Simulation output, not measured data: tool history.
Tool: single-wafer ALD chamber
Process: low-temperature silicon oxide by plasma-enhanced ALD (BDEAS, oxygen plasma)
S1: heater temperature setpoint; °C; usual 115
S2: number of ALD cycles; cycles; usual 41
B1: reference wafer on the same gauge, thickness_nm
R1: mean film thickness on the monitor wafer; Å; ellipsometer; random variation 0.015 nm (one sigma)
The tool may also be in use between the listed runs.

run 1 day=0.000 | S1=115 S2=41 | B1=5.204 | R1=57.74
run 2 day=0.650 | S1=115 S2=41 | B1=5.193 | R1=57.96
run 3 day=1.325 | S1=115 S2=41 | B1=5.195 | R1=57.81
run 4 day=2.438 | S1=115 S2=36 | B1=5.191 | R1=50.61
run 5 day=3.042 | S1=115 S2=41 | B1=5.192 | R1=57.66
run 6 day=4.067 | S1=115 S2=41 | B1=5.186 | R1=57.72
run 7 day=5.275 | S1=115 S2=41 | B1=5.183 | R1=57.84
run 8 day=5.821 | S1=115 S2=41 | B1=5.182 | R1=57.70
run 9 day=6.929 | S1=115 S2=41 | B1=5.182 | R1=57.62
run 10 day=8.162 | S1=115 S2=41 | B1=5.184 | R1=57.59
run 11 day=8.996 | S1=128 S2=36 | B1=5.240 | R1=49.69
run 12 day=12.929 | S1=110 S2=34 | B1=5.202 | R1=48.41
run 13 day=14.350 | S1=124 S2=35 | B1=5.191 | R1=48.63
run 14 day=15.517 | S1=115 S2=46 | B1=5.192 | R1=64.78
run 15 day=16.067 | S1=115 S2=43 | B1=5.189 | R1=60.63
run 16 day=16.675 | S1=115 S2=41 | B1=5.185 | R1=57.84
run 17 day=17.583 | S1=115 S2=41 | B1=5.189 | R1=57.74
run 18 day=18.692 | S1=123 S2=41 | B1=5.185 | R1=56.73

Taken out of this log: 2 entries between the listed runs. Where each belongs, and how the hidden state differs across it:
Between runs 9 and 10: thermocouple changed; heater temperature recalibrated (day 7.329)
  gauge reads high (%): -1.12 -> -1.14
  measured less the result without the state, R1: -0.65 -> -0.66 Å
Between runs 10 and 11: gauge calibrated (day 8.858)
  gauge reads high (%): -1.14 -> 0.0319
  measured less the result without the state, R1: -0.66 -> +0.01 Å
